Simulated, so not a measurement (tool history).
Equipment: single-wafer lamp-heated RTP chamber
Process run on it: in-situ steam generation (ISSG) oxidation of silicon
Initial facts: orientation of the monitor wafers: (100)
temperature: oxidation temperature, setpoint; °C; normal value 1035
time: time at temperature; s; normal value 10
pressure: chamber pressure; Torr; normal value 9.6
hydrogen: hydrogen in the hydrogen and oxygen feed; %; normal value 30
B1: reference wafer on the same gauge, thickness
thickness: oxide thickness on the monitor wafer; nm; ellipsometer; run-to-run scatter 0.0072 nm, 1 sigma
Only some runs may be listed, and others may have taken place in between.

{"run": 1, "day": 0.0, "temperature": 1035, "time": 10, "pressure": 9.6, "hydrogen": 30, "B1": 5.269, "thickness": 4.834}
{"run": 2, "day": 1.446, "temperature": 1035, "time": 10, "pressure": 9.6, "hydrogen": 30, "B1": 5.269, "thickness": 4.832}
{"run": 3, "day": 2.783, "temperature": 1035, "time": 10, "pressure": 9.6, "hydrogen": 30, "B1": 5.271, "thickness": 4.823}
{"run": 4, "day": 5.55, "temperature": 1035, "time": 10, "pressure": 9.6, "hydrogen": 30, "B1": 5.271, "thickness": 4.851}
{"run": 5, "day": 6.95, "temperature": 1047, "time": 10, "pressure": 9.6, "hydrogen": 30, "B1": 5.269, "thickness": 5.088}
{"run": 6, "day": 8.975, "temperature": 1047, "time": 10, "pressure": 9.6, "hydrogen": 30, "B1": 5.269, "thickness": 5.113}
{"run": 7, "day": 10.212, "temperature": 1035, "time": 10, "pressure": 9.6, "hydrogen": 30, "B1": 5.269, "thickness": 4.806}
{"run": 8, "day": 12.542, "temperature": 1035, "time": 10, "pressure": 9.6, "hydrogen": 30, "B1": 5.272, "thickness": 4.816}
{"run": 9, "day": 13.979, "temperature": 1035, "time": 10, "pressure": 9.6, "hydrogen": 30, "B1": 5.271, "thickness": 4.809}
{"run": 10, "day": 16.483, "temperature": 1039, "time": 10, "pressure": 9.6, "hydrogen": 26, "B1": 5.269, "thickness": 4.726}
{"run": 11, "day": 18.492, "temperature": 1039, "time": 10, "pressure": 9.6, "hydrogen": 26, "B1": 5.27, "thickness": 4.733}
{"run": 12, "day": 19.883, "temperature": 1039, "time": 10, "pressure": 9.6, "hydrogen": 26, "B1": 5.268, "thickness": 4.746}
{"run": 13, "day": 21.471, "temperature": 1035, "time": 10, "pressure": 10.1, "hydrogen": 30, "B1": 5.269, "thickness": 4.781}
{"run": 14, "day": 22.758, "temperature": 1035, "time": 10, "pressure": 9.6, "hydrogen": 30, "B1": 5.27, "thickness": 4.844}
{"run": 15, "day": 29.088, "temperature": 1035, "time": 10, "pressure": 9.6, "hydrogen": 30, "B1": 5.269, "thickness": 4.82}
{"run": 16, "day": 31.479, "temperature": 1049, "time": 6, "pressure": 8.1, "hydrogen": 26, "B1": 5.27, "thickness": 3.973}
{"run": 17, "day": 33.825, "temperature": 1042, "time": 10, "pressure": 9.6, "hydrogen": 32, "B1": 5.269, "thickness": 5.053}
{"run": 18, "day": 35.842, "temperature": 1047, "time": 10, "pressure": 9.6, "hydrogen": 30, "B1": 5.271, "thickness": 5.093}
{"run": 19, "day": 38.417, "temperature": 1017, "time": 10, "pressure": 9.1, "hydrogen": 32, "B1": 5.27, "thickness": 4.628}
{"run": 20, "day": 40.142, "temperature": 1042, "time": 13, "pressure": 9.6, "hydrogen": 22, "B1": 5.269, "thickness": 5.239}
{"run": 21, "day": 41.329, "temperature": 1035, "time": 10, "pressure": 9.6, "hydrogen": 30, "B1": 5.27, "thickness": 4.809}
{"run": 22, "day": 43.583, "temperature": 1035, "time": 13, "pressure": 9.6, "hydrogen": 30, "B1": 5.27, "thickness": 5.424}
{"run": 23, "day": 50.967, "temperature": 1035, "time": 10, "pressure": 9.1, "hydrogen": 22, "B1": 5.27, "thickness": 4.494}
{"run": 24, "day": 53.792, "temperature": 1024, "time": 9, "pressure": 8.8, "hydrogen": 32, "B1": 5.27, "thickness": 4.557}
{"run": 25, "day": 56.792, "temperature": 1035, "time": 10, "pressure": 9.6, "hydrogen": 30, "B1": 5.269, "thickness": 4.842}
{"run": 26, "day": 59.15, "temperature": 1035, "time": 10, "pressure": 9.6, "hydrogen": 30, "B1": 5.27, "thickness": 4.834}
{"run": 27, "day": 62.104, "temperature": 1048, "time": 10, "pressure": 10.2, "hydrogen": 30, "B1": 5.269, "thickness": 5.046}
{"run": 28, "day": 64.871, "temperature": 1035, "time": 10, "pressure": 10.2, "hydrogen": 30, "B1": 5.271, "thickness": 4.78}
{"run": 29, "day": 67.746, "temperature": 1051, "time": 10, "pressure": 10, "hydrogen": 32, "B1": 5.271, "thickness": 5.247}
{"run": 30, "day": 68.9, "temperature": 1016, "time": 10, "pressure": 9.6, "hydrogen": 30, "B1": 5.27, "thickness": 4.518}

Removed from this log: 7 entries logged between the listed runs. Between which two listed runs does each belong, and how does the tool's hidden state at the listed run before it compare with that at the listed run after it?
After run 6, before run 7: pyrometer window cleaned and pyrometer calibrated (day 9.492)
  true wafer temperature minus pyrometer reading, K: 1.73 -> 0.0164; deviation of the hydrogen flow from its setpoint, %: -1.17 -> -1.24
  difference, measured minus the result without the unlogged condition, thickness: +0.029 -> -0.01 nm
After run 14, before run 15: pyrometer window cleaned and pyrometer calibrated (day 26.65)
  true wafer temperature minus pyrometer reading, K: 1.28 -> 0.335; deviation of the hydrogen flow from its setpoint, %: -1.97 -> -2.39
  difference, measured minus the result without the unlogged condition, thickness: +0.009 -> -0.015 nm
After run 15, before run 16: gauge calibrated (day 30.617)
  true wafer temperature minus pyrometer reading, K: 0.335 -> 0.46; deviation of the hydrogen flow from its setpoint, %: -2.39 -> -2.56
  difference, measured minus the result without the unlogged condition, thickness: -0.015 -> -0.015 nm
After run 20, before run 21: pyrometer window cleaned and pyrometer calibrated (day 41.308)
  true wafer temperature minus pyrometer reading, K: 1.61 -> 0.225; deviation of the hydrogen flow from its setpoint, %: -3.2 -> -3.3
  difference, measured minus the result without the unlogged condition, thickness: +0.008 -> -0.025 nm
After run 22, before run 23: pressure gauge zeroed (day 46.204)
  true wafer temperature minus pyrometer reading, K: 0.262 -> 0.899; deviation of the hydrogen flow from its setpoint, %: -3.48 -> -4.1
  difference, measured minus the result without the unlogged condition, thickness: -0.027 -> -0.02 nm
After run 24, before run 25: hydrogen flow controller replaced (day 54.821); pyrometer window cleaned and pyrometer calibrated (day 56.625)
  true wafer temperature minus pyrometer reading, K: 1.35 -> 0.144; deviation of the hydrogen flow from its setpoint, %: -4.36 -> 0.687
  difference, measured minus the result without the unlogged condition, thickness: -0.017 -> +0.009 nm
